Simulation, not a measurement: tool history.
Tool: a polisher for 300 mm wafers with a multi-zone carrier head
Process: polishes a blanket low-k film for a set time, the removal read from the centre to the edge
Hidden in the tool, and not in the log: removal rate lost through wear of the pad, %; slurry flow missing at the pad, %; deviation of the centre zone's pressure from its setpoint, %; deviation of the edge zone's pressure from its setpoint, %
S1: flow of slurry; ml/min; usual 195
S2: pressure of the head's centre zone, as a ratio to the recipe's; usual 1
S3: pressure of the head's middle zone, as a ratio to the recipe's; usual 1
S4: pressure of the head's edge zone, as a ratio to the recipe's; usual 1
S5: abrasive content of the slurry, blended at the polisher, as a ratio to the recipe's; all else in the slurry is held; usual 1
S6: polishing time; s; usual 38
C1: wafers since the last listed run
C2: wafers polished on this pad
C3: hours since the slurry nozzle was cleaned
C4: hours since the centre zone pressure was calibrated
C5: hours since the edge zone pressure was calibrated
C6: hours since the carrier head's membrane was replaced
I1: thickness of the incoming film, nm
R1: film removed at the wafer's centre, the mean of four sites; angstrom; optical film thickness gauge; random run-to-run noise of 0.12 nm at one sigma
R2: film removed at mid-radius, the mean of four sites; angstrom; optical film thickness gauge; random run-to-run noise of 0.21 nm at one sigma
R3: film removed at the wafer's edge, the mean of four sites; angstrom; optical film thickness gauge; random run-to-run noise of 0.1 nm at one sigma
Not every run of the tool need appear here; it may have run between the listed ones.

run	hour	S1	S2	S3	S4	S5	S6	C1	C2	C3	C4	C5	C6	I1	R1	R2	R3
1	0	195	1	1	1	1	38	0	159	457	837.6	441.9	1115.2	521.4	138	138	135
2	18.6	195	1	1	0.92	1	38	184	344	475.6	856.2	460.5	1133.8	517.9	136	137	131
3	38.7	195	1	1	1	1	38	199	543	495.7	876.3	480.6	1153.9	515.6	137	136	134
# hour 51.6: worn pad replaced by a new one
4	70.3	195	1	1	1	1	38	274	186	527.3	907.9	512.2	1185.5	522.4	134	135	134
5	89.4	195	1	1	1	1	38	189	375	546.4	927	531.3	1204.6	530.1	135	133	133
# hour 109.4: slurry nozzle cleaned
6	114.3	195	1	1	1	1	38	237	613	4.9	951.9	556.2	1229.5	509.8	144	144	140
# hour 123: worn pad replaced by a new one
7	147.9	195	1	1	1	1	38	294	247	38.5	985.5	589.8	1263.1	518.9	145	143	141
8	178.6	195	1	1	1	1	45	305	552	69.2	1016.2	620.5	1293.8	517.7	170	175	167
# hour 200: worn pad replaced by a new one
9	201.8	195	1	1	1	1	27	190	17	92.4	1039.4	643.7	1317	523.1	102	102	100
# hour 208.8: edge zone pressure recalibrated
10	216.2	195	1	1	1	1	38	123	140	106.8	1053.8	7.4	1331.4	519.8	145	148	140
# hour 241.9: carrier head's membrane replaced by a new one
# hour 250.1: centre zone pressure recalibrated
# hour 266.6: worn pad replaced by a new one
11	267.6	195	1	1	1	1	38	401	10	158.2	17.5	58.8	25.7	517.6	142	144	141
12	290.2	145	0.91	1.06	1	1	38	224	234	180.8	40.1	81.4	48.3	512.8	131	146	135
13	314.4	245	1	1	1	1	34	240	475	205	64.3	105.6	72.5	520	134	133	128
# hour 331: worn pad replaced by a new one
14	346.2	195	1	1	1	1	35	276	150	236.8	96.1	137.4	104.3	525.4	134	128	129

Branching from run 14: 5 alternative next runs. What would each branch give?
A	346.6	195	1	1	1.11	1	38	3	154	237.2	96.5	137.8	104.7	519.5	?	?	?
B	346.6	195	1	1	1	1.1	43	3	154	237.2	96.5	137.8	104.7	519.5	?	?	?
C	346.6	195	1	0.9	1	1	38	3	154	237.2	96.5	137.8	104.7	519.5	?	?	?
D	346.6	195	1	0.89	1	1	38	3	154	237.2	96.5	137.8	104.7	519.5	?	?	?
E	346.6	235	0.93	1	1	1.2	49	3	154	237.2	96.5	137.8	104.7	519.5	?	?	?

run	R1	R2	R3
A	142	144	147
B	167	169	165
C	142	132	140
D	142	131	140
E	194	205	198
Take away the tool's hidden state, keep each run's random variation, and the runs would have read:
run	R1	R2	R3
A	144	145	149
B	169	171	166
C	143	133	141
D	143	132	141
E	195	206	199
